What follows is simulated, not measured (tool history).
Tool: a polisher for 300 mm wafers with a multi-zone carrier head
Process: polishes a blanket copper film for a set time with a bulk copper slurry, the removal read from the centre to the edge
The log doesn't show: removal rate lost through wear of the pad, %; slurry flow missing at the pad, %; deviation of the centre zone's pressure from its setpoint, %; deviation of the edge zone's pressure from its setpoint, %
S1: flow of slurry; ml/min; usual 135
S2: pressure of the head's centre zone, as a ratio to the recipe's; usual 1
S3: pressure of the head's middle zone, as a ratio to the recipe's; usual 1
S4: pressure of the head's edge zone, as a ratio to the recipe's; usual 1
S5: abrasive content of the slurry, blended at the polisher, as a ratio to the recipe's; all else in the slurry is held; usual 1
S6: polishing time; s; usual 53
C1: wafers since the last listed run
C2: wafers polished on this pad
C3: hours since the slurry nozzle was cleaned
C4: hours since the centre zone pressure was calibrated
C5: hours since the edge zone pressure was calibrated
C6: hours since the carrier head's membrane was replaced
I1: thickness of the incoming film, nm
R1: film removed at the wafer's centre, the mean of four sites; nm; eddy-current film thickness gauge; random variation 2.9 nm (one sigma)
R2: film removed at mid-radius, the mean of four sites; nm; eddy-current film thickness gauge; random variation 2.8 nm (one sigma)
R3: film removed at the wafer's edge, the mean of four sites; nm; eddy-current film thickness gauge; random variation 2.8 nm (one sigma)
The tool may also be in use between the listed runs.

Run 1, day 0: usual settings but S2 1.05; C1 0; C2 57; C3 623.2; C4 109.4; C5 753.7; C6 1441.7; I1 3828.6. Result: R1 304.9 nm, R2 285.9 nm, R3 296.5 nm.
Run 2, day 1.021: usual settings but S2 1.05; C1 222; C2 279; C3 647.7; C4 133.9; C5 778.2; C6 1466.2; I1 3827.3. Result: R1 303.6 nm, R2 286.6 nm, R3 299.1 nm.
Run 3, day 1.879: usual settings but S2 1.05; C1 187; C2 467; C3 668.3; C4 154.5; C5 798.8; C6 1486.8; I1 3766.7. Result: R1 308.9 nm, R2 291.8 nm, R3 291.9 nm.
Run 4, day 3.225: usual settings but S3 1.09; C1 293; C2 760; C3 700.6; C4 186.8; C5 831.1; C6 1519.1; I1 3785.3. Result: R1 292.5 nm, R2 308.1 nm, R3 288.3 nm.
At day 3.588: worn pad replaced by a new one, repeated, since the last time left the tool worse.
Run 5, day 3.817: usual settings but S3 1.09; C1 92; C2 50; C3 714.8; C4 201; C5 845.3; C6 1533.3; I1 3806.2. Result: R1 319 nm, R2 344.5 nm, R3 323.9 nm.
Run 6, day 4.358: usual settings but S5 1.1; C1 118; C2 168; C3 727.8; C4 214; C5 858.3; C6 1546.3; I1 3817.1. Result: R1 325.7 nm, R2 322.9 nm, R3 332.4 nm.
At day 5.112: slurry nozzle cleaned.
Run 7, day 5.746: usual settings; C1 293; C2 461; C3 15.2; C4 247.3; C5 891.6; C6 1579.6; I1 3835.9. Result: R1 322.5 nm, R2 321.4 nm, R3 319.9 nm.
Run 8, day 7.221: usual settings; C1 321; C2 782; C3 50.6; C4 282.7; C5 927; C6 1615; I1 3874.8. Result: R1 316.3 nm, R2 315.1 nm, R3 318 nm.
At day 7.479: centre zone pressure recalibrated.
Run 9, day 8.721: usual settings but S4 1.03, S5 0.9; C1 308; C2 1091; C3 86.6; C4 29.8; C5 963; C6 1651; I1 3759.4. Result: R1 301 nm, R2 303.3 nm, R3 312 nm.
At day 10.233: carrier head's membrane replaced by a new one.
At day 10.7: worn pad replaced by a new one.
Run 10, day 10.721: usual settings but S1 100 ml/min, S2 1.07; C1 354; C2 4; C3 134.6; C4 77.8; C5 1011; C6 11.7; I1 3772.2. Result: R1 316.4 nm, R2 301.8 nm, R3 307.1 nm.
Run 11, day 11.629: usual settings but S5 0.85; C1 197; C2 202; C3 156.4; C4 99.6; C5 1032.8; C6 33.5; I1 3794.1. Result: R1 314.1 nm, R2 307.7 nm, R3 318.6 nm.
At day 11.929: edge zone pressure recalibrated.
Run 12, day 12.254: usual settings; C1 118; C2 320; C3 171.4; C4 114.6; C5 7.8; C6 48.5; I1 3843.6. Result: R1 317.5 nm, R2 319 nm, R3 315.8 nm.
Run 13, day 12.983: usual settings but S1 115 ml/min, S5 1.2, S6 45 s; C1 158; C2 479; C3 188.9; C4 132.1; C5 25.3; C6 66; I1 3775.3. Result: R1 266.9 nm, R2 269.6 nm, R3 273.2 nm.
Run 14, day 13.888: usual settings; C1 197; C2 676; C3 210.6; C4 153.8; C5 47; C6 87.7; I1 3863.7. Result: R1 316.8 nm, R2 314.7 nm, R3 318.9 nm.
Run 15, day 14.712: usual settings but S3 0.89; C1 179; C2 856; C3 230.4; C4 173.6; C5 66.8; C6 107.5; I1 3845.6. Result: R1 314.4 nm, R2 284.2 nm, R3 316.9 nm.
Run 16, day 15.871: usual settings but S1 90 ml/min, S2 0.93, S5 0.7, S6 39 s; C1 252; C2 1108; C3 258.2; C4 201.4; C5 94.6; C6 135.3; I1 3805.7. Result: R1 177 nm, R2 196.1 nm, R3 202.9 nm.
At day 16.425: worn pad replaced by a new one.
Run 17, day 16.446: usual settings but S1 175 ml/min, S5 0.75, S6 61 s; C1 88; C2 4; C3 272; C4 215.2; C5 108.4; C6 149.1; I1 3768.3. Result: R1 371.4 nm, R2 367.1 nm, R3 369.4 nm.
Run 18, day 17.467: usual settings but S5 1.2; C1 222; C2 227; C3 296.5; C4 239.7; C5 132.9; C6 173.6; I1 3759.2. Result: R1 332.8 nm, R2 331.9 nm, R3 335.3 nm.
Run 19, day 18.375: usual settings but S4 1.05, S6 63 s; C1 197; C2 425; C3 318.3; C4 261.5; C5 154.7; C6 195.4; I1 3796.6. Result: R1 376 nm, R2 375.1 nm, R3 389.2 nm.
Run 20, day 19.812: usual settings but S1 100 ml/min, S5 0.9; C1 313; C2 738; C3 352.8; C4 296; C5 189.2; C6 229.9; I1 3744.3. Result: R1 290.2 nm, R2 293.5 nm, R3 302 nm.
At day 20.433: centre zone pressure recalibrated.
Run 21, day 21.312: usual settings but S1 165 ml/min, S2 1.12, S3 0.96, S5 1.15; C1 308; C2 1047; C3 388.8; C4 21.1; C5 225.2; C6 265.9; I1 3779.9. Result: R1 370.4 nm, R2 324.2 nm, R3 328.8 nm.
Run 22, day 21.992: usual settings but S2 0.92, S3 1.07, S4 1.12; C1 148; C2 1195; C3 405.1; C4 37.4; C5 241.5; C6 282.2; I1 3823. Result: R1 287.2 nm, R2 325.2 nm, R3 331.9 nm.

3 ways to go on from here, each from the tool as it stands after run 22. What would each give?
Run A, day 22.008: usual settings; C1 3; C2 1198; C3 405.5; C4 37.8; C5 241.9; C6 282.6; I1 3760.6. Result: R1 ?, R2 ?, R3 ?.
Run B, day 22.008: usual settings but S1 165 ml/min, S2 1.07, S5 0.7, S6 71 s; C1 3; C2 1198; C3 405.5; C4 37.8; C5 241.9; C6 282.6; I1 3760.6. Result: R1 ?, R2 ?, R3 ?.
Run C, day 22.008: usual settings but S3 1.05, S4 0.96, S5 0.9, S6 58 s; C1 3; C2 1198; C3 405.5; C4 37.8; C5 241.9; C6 282.6; I1 3760.6. Result: R1 ?, R2 ?, R3 ?.

run     R1     R2     R3
  A  310.2  307.7  312.5
  B  435.9  401.9  404.1
  C  333.2  344.5  329.4
Without the tool's hidden state the same runs would have given:
run     R1     R2     R3
  A  321.5    319  323.9
  B  451.9  416.6  418.9
  C  345.4  357.1  341.4

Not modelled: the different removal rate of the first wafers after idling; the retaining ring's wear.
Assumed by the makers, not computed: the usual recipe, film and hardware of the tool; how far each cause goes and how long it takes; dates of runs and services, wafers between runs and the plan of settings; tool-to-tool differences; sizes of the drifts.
